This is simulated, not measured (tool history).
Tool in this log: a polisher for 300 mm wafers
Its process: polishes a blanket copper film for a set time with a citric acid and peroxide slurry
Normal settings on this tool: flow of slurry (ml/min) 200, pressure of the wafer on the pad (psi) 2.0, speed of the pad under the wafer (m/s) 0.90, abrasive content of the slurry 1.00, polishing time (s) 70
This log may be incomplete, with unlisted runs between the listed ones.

run	day	flow of slurry (ml/min)	pressure of the wafer on the pad (psi)	speed of the pad under the wafer (m/s)	abrasive content of the slurry	polishing time (s)	wafers since the last listed run	wafers polished on this pad	hours since the slurry nozzle was cleaned	hours since the head pressure was calibrated	hours since the slurry blender was calibrated	incoming thickness of the incoming film, nm	film removed (nm)
1	0.000	200	2.0	0.90	1.00	70	0	44	362.1	868.5	95.7	730.7	98.2
2	0.667	200	2.0	0.90	1.00	70	134	179	378.1	884.5	111.7	726.3	96.2
3	1.346	200	2.0	0.90	1.00	70	136	316	394.4	900.8	128.0	744.2	96.2
4	1.788	200	2.0	0.90	1.00	70	88	405	405.0	911.4	138.6	723.7	96.7
5	2.250	200	2.0	0.90	1.00	70	93	498	416.1	922.5	149.7	731.4	99.0
6	2.967	200	2.0	0.90	1.00	70	144	642	433.3	939.7	166.9	740.2	96.3
7	3.346	200	2.0	0.90	1.00	88	76	719	442.4	948.8	176.0	740.5	121.9
# day 5.500: worn pad replaced by a new one
8	5.521	200	2.4	0.90	1.00	70	404	3	494.6	1001.0	228.2	720.7	113.0
# day 5.817: head pressure recalibrated
9	6.046	200	2.4	0.90	1.00	70	88	92	507.2	5.5	240.8	727.7	111.9
10	6.721	200	2.4	0.90	1.00	70	136	228	523.4	21.7	257.0	723.9	112.8
11	7.046	200	2.0	0.70	1.00	70	65	294	531.2	29.5	264.8	728.6	75.5
12	7.333	200	2.0	0.70	1.00	70	57	352	538.1	36.4	271.7	732.1	72.5
# day 7.621: slurry blender recalibrated
13	7.642	200	2.0	0.90	1.00	70	45	397	545.5	43.8	0.5	732.9	96.2
14	8.142	200	2.2	1.14	1.00	70	100	498	557.5	55.8	12.5	725.0	130.5
# day 8.483: slurry nozzle cleaned
15	8.496	200	1.6	0.60	0.80	56	62	561	0.3	64.3	21.0	742.1	41.6
16	9.129	200	2.0	0.90	0.85	70	127	688	15.5	79.5	36.2	725.7	97.4
17	9.600	200	2.4	0.78	1.00	47	94	783	26.8	90.8	47.5	735.9	72.4
18	10.121	200	2.0	0.90	1.00	46	104	888	39.3	103.3	60.0	720.2	66.6
# day 10.392: worn pad replaced by a new one
19	10.462	200	2.5	0.90	1.00	78	35	14	47.5	111.5	68.2	744.1	142.2
20	10.758	200	2.0	0.90	1.00	70	59	74	54.6	118.6	75.3	713.1	101.3
21	11.179	200	2.6	0.90	1.10	70	84	158	64.7	128.7	85.4	731.3	136.1
22	11.492	200	1.3	0.72	0.80	89	62	221	72.2	136.2	92.9	737.9	61.7
23	12.004	200	2.0	0.90	1.00	70	103	325	84.5	148.5	105.2	727.8	103.7
24	13.938	200	2.0	0.90	1.00	70	389	714	130.9	194.9	151.6	737.1	101.2
25	14.371	200	2.0	0.90	1.00	70	87	802	141.3	205.3	162.0	737.8	99.9
26	14.712	165	1.7	0.90	1.00	55	68	870	149.5	213.5	170.2	732.3	66.0
# day 15.362: worn pad replaced by a new one
27	15.704	200	2.0	0.90	1.00	70	166	68	173.3	237.3	194.0	734.7	101.0
28	16.050	200	2.0	0.90	1.00	70	69	138	181.6	245.6	202.3	729.4	97.5
29	16.617	200	1.6	0.70	1.00	70	114	252	195.2	259.2	215.9	734.6	60.8
30	16.975	200	2.5	1.10	1.00	70	72	324	203.8	267.8	224.5	726.7	148.5
31	17.504	200	2.0	0.90	1.00	70	106	431	216.5	280.5	237.2	735.0	98.2

How would selected steps in film removed (nm) from run to run divide? Give the signed amount a tool lacking its hidden state would still show from settings, what came in and random variation, and the signed amount left for the hidden state, including any gauge scatter that is not in both of the compared results.
The hidden state here: removal rate lost through wear of the pad, %; slurry flow missing at the pad, %; deviation of the head's pressure from its setpoint, %; abrasive missing from the slurry, %.
Run 10 -> 11: pressure of the wafer on the pad (psi) 2.4 -> 2.0, speed of the pad under the wafer (m/s) 0.90 -> 0.70. film removed (nm) -37.3: hidden state +3.8, all else -41.1.
Run 14 -> 15: pressure of the wafer on the pad (psi) 2.2 -> 1.6, speed of the pad under the wafer (m/s) 1.14 -> 0.60, abrasive content of the slurry 1.00 -> 0.80, polishing time (s) 70 -> 56, slurry nozzle cleaned. film removed (nm) -88.9: hidden state +13.4, all else -102.3.
Run 18 -> 19: pressure of the wafer on the pad (psi) 2.0 -> 2.5, polishing time (s) 46 -> 78, worn pad replaced by a new one. film removed (nm) +75.6: hidden state -1.9, all else +77.5.
Run 29 -> 30: pressure of the wafer on the pad (psi) 1.6 -> 2.5, speed of the pad under the wafer (m/s) 0.70 -> 1.10. film removed (nm) +87.7: hidden state -6.2, all else +93.9.
